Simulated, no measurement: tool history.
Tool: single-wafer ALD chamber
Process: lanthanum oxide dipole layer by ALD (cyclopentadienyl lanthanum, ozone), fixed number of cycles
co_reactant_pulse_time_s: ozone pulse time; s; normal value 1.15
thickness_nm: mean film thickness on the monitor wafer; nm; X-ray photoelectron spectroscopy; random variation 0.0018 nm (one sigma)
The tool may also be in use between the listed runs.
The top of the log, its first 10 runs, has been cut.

run	hour	co_reactant_pulse_time_s	read-back reference wafer on the same gauge, thickness_nm	thickness_nm
11	237.7	1.36	0.624	0.574
# hour 261.2: ozone generator serviced
12	266.7	1.15	0.624	0.562
13	289	1.15	0.624	0.563
14	316.8	1.15	0.624	0.565
15	413.1	0.87	0.624	0.525
16	429.6	1.34	0.624	0.584
# hour 466.5: showerhead replaced, of another model than before
17	467	1.15	0.624	0.565
# hour 484.8: thermocouple changed; heater temperature recalibrated
18	542.9	1.41	0.624	0.58
19	576.4	0.73	0.624	0.512
# hour 590.4: gauge calibrated
20	598.2	1.38	0.624	0.58
21	613.3	1.28	0.624	0.575
22	635.4	1.15	0.624	0.559
23	655	0.9	0.624	0.536
24	679.2	1.56	0.624	0.59
25	707.3	0.91	0.624	0.538
26	725	1.55	0.624	0.588
27	759.5	1.15	0.624	0.562
28	792.2	0.84	0.624	0.531
29	817.4	1.32	0.624	0.575
30	837.9	1	0.624	0.545
31	859.5	1.53	0.624	0.584
32	886.4	1.02	0.624	0.55
33	910.5	1.15	0.624	0.563

Here are 5 independent what-if runs from the current tool condition. What would each one return?
A	910.9	1.15	?	?
B	910.9	1.4	?	?
C	910.9	0.7	?	?
D	910.9	1.33	?	?
E	910.9	1.6	?	?

run	read-back reference wafer on the same gauge, thickness_nm	thickness_nm
A	0.624	0.563
B	0.624	0.582
C	0.624	0.507
D	0.624	0.577
E	0.624	0.593
Had the tool no hidden state, the same runs would have come out as:
run	thickness_nm
A	0.565
B	0.584
C	0.511
D	0.579
E	0.595
